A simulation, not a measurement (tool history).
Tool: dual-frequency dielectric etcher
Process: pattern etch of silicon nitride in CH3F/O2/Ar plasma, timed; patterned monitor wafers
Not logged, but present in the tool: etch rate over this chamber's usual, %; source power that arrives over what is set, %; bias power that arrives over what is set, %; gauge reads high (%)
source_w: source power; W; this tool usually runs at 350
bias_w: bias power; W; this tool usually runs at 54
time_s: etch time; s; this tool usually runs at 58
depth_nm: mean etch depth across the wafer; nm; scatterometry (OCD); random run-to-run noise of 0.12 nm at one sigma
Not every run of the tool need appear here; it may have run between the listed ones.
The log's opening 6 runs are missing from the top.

run,hour,source_w,bias_w,time_s,wafers since the last listed run,hours since the last wet clean,hours since the last source power generator calibration,hours since the last bias power generator calibration,hours since the last upper electrode change,hours since the gauge calibration,"read-back reference wafer on the same gauge, depth_nm",depth_nm
7,77,350,54,58,127,470.8,3288,3696.6,5397,245.8,34.98,36.37
8,94.6,350,54,58,143,488.4,3305.6,3714.2,5414.6,263.4,34.98,36.42
9,112.2,350,61,58,143,506,3323.2,3731.8,5432.2,281,34.99,38.04
10,130.1,350,54,58,146,523.9,3341.1,3749.7,5450.1,298.9,34.93,36.27
11,137.8,350,54,58,62,531.6,3348.8,3757.4,5457.8,306.6,35.01,36.11
12,169.1,350,54,58,255,562.9,3380.1,3788.7,5489.1,337.9,34.98,35.97
13,180.7,380,54,58,94,574.5,3391.7,3800.3,5500.7,349.5,35,37.39
# hour 186.2: source power generator calibrated
14,196.2,350,54,58,93,590,10,3815.8,5516.2,365,34.93,35.75
# hour 210: gauge calibrated
15,212.8,350,54,58,135,606.6,26.6,3832.4,5532.8,2.8,34.96,35.71
16,222.8,430,46,58,81,616.6,36.6,3842.4,5542.8,12.8,34.99,36.71
# hour 249.6: wet clean of the chamber
# hour 257.1: upper electrode replaced
17,257.6,350,54,58,26,8,71.4,3877.2,0.5,47.6,35.02,37.26
18,257.9,320,65,52,2,8.3,71.7,3877.5,0.8,47.9,34.97,34.64

Forecast run 19:
19,263.1,290,66,50,42,13.5,76.9,3882.7,6,53.1,?,?

{"run 19": {"read-back reference wafer on the same gauge, depth_nm": 34.97, "depth_nm": 32.17}}
If the tool had no hidden condition, the same run with the same run-to-run variation would have returned depth_nm 32.24 nm.
